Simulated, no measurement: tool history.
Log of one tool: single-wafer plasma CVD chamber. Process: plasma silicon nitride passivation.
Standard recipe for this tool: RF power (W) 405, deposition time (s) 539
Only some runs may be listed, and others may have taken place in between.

run,hour,RF power (W),deposition time (s),wafers since the last listed run,hours since the last RF generator calibration,hours since the showerhead was replaced,hours since the gauge calibration,"read-back reference wafer on the same gauge, thickness_nm",mean film thickness on the monitor wafer (Å)
1,0,405,539,0,1349.8,7525.8,137.9,742.941,7538.49
2,22.1,405,539,65,1371.9,7547.9,160,743.496,7537.66
3,51.2,405,539,86,1401,7577,189.1,743.01,7566.69
4,85.4,405,539,101,1435.2,7611.2,223.3,743.144,7530.37
5,105.7,405,539,60,1455.5,7631.5,243.6,742.738,7549.07
6,139,405,539,99,1488.8,7664.8,276.9,742.364,7550.46
7,153.3,405,539,42,1503.1,7679.1,291.2,742.396,7579.2
8,169.7,405,539,48,1519.5,7695.5,307.6,743.471,7494.61
9,200.1,405,539,90,1549.9,7725.9,338,743.047,7537.18
10,226,405,539,77,1575.8,7751.8,363.9,742.58,7550.57
11,261.5,405,539,105,1611.3,7787.3,399.4,743.265,7526.99
# hour 297.6: showerhead replaced, of another model than before
12,298.1,405,539,85,1647.9,0.5,436,743.189,7685.73
13,305,405,614,20,1654.8,7.4,442.9,743.245,8694.68
# hour 329.8: gauge calibrated
14,331.2,405,539,78,1681,33.6,1.4,742.663,7689.95
15,362.1,405,539,92,1711.9,64.5,32.3,743.142,7659.55
# hour 374.9: RF generator calibrated
16,375.4,340,434,15,0.5,77.8,45.6,743.178,5936.78
17,442,405,539,198,67.1,144.4,112.2,743.31,7851.83
18,458.8,475,641,50,83.9,161.2,129,744.146,9851.38
19,473.5,445,623,43,98.6,175.9,143.7,743.012,9337.28
20,485.9,405,539,36,111,188.3,156.1,742.998,7796.57
21,516.9,445,591,92,142,219.3,187.1,742.059,8853.23
22,541.1,445,539,72,166.2,243.5,211.3,742.959,8056.46
23,619.3,375,459,233,244.4,321.7,289.5,742.547,6425.91

3 ways to go on from here, each from the tool as it stands after run 23. What would each give?
A,619.8,405,583,1,244.9,322.2,290,?,?
B,619.8,435,492,1,244.9,322.2,290,?,?
C,619.8,375,539,1,244.9,322.2,290,?,?

run,"read-back reference wafer on the same gauge, thickness_nm",mean film thickness on the monitor wafer (Å)
A,743.372,8369.99
B,743.372,7251.32
C,743.372,7518.94
Without the tool's hidden state the same runs would have given:
run,mean film thickness on the monitor wafer (Å)
A,8486.58
B,7352.33
C,7623.68
